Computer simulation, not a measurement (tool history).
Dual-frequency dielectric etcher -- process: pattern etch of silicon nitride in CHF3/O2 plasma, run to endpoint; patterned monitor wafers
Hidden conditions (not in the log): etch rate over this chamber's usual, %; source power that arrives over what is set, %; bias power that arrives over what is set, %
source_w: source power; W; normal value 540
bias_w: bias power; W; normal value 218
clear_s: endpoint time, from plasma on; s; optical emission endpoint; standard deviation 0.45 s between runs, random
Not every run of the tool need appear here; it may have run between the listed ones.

| run | day | source_w | bias_w | wafers since the last listed run | hours since the last wet clean | hours since the last source power generator calibration | hours since the last bias power generator calibration | hours since the last upper electrode change | incoming incoming film thickness, nm | clear_s |
|---|---|---|---|---|---|---|---|---|---|---|
| 1 | 0 | 540 | 196 | 0 | 287.3 | 3378.3 | 3230.7 | 5037.4 | 107.3 | 73.5 |
| 2 | 0.746 | 540 | 196 | 169 | 305.2 | 3396.2 | 3248.6 | 5055.3 | 106.2 | 72.9 |
| 3 | 1.392 | 540 | 218 | 146 | 320.7 | 3411.7 | 3264.1 | 5070.8 | 106.4 | 67.8 |
| 4 | 1.979 | 540 | 218 | 133 | 334.8 | 3425.8 | 3278.2 | 5084.9 | 106.2 | 67.6 |
| 5 | 2.608 | 540 | 218 | 143 | 349.9 | 3440.9 | 3293.3 | 5100 | 106.9 | 68.4 |
| 6 | 3.988 | 540 | 218 | 313 | 383 | 3474 | 3326.4 | 5133.1 | 106.5 | 68 |
| 7 | 4.708 | 540 | 218 | 163 | 400.3 | 3491.3 | 3343.7 | 5150.4 | 107.2 | 68.3 |
|  | 5.071 | source power generator calibrated |
|  | 5.829 | upper electrode replaced, of another model than before |
| 8 | 5.85 | 540 | 218 | 49 | 427.7 | 18.7 | 3371.1 | 0.5 | 107.4 | 68.4 |
| 9 | 5.862 | 540 | 218 | 2 | 428 | 19 | 3371.4 | 0.8 | 106.2 | 67.4 |
| 10 | 6.342 | 540 | 218 | 108 | 439.5 | 30.5 | 3382.9 | 12.3 | 106.4 | 67.1 |
| 11 | 6.621 | 430 | 218 | 63 | 446.2 | 37.2 | 3389.6 | 19 | 107.6 | 71.6 |
| 12 | 7.117 | 540 | 233 | 112 | 458.1 | 49.1 | 3401.5 | 30.9 | 107.3 | 67.7 |
| 13 | 7.85 | 540 | 218 | 166 | 475.7 | 66.7 | 3419.1 | 48.5 | 106.8 | 67.5 |
|  | 8.283 | bias power generator calibrated |
| 14 | 8.367 | 610 | 236 | 79 | 488.1 | 79.1 | 2 | 60.9 | 105.8 | 64.2 |
|  | 9.596 | wet clean of the chamber |
| 15 | 9.617 | 460 | 170 | 56 | 0.5 | 109.1 | 32 | 90.9 | 105.7 | 78.7 |
| 16 | 9.633 | 440 | 218 | 3 | 0.9 | 109.5 | 32.4 | 91.3 | 106.4 | 73.3 |
| 17 | 9.988 | 420 | 251 | 80 | 9.4 | 118 | 40.9 | 99.8 | 107.9 | 71.9 |

What does the tool deliver on the next run?
| 18 | 10.979 | 480 | 218 | 225 | 33.2 | 141.8 | 64.7 | 123.6 | 106.6 | ? |

{"run 18": {"clear_s": 72.3}}
Without the tool's hidden state the same run would have given clear_s 72.8 s.
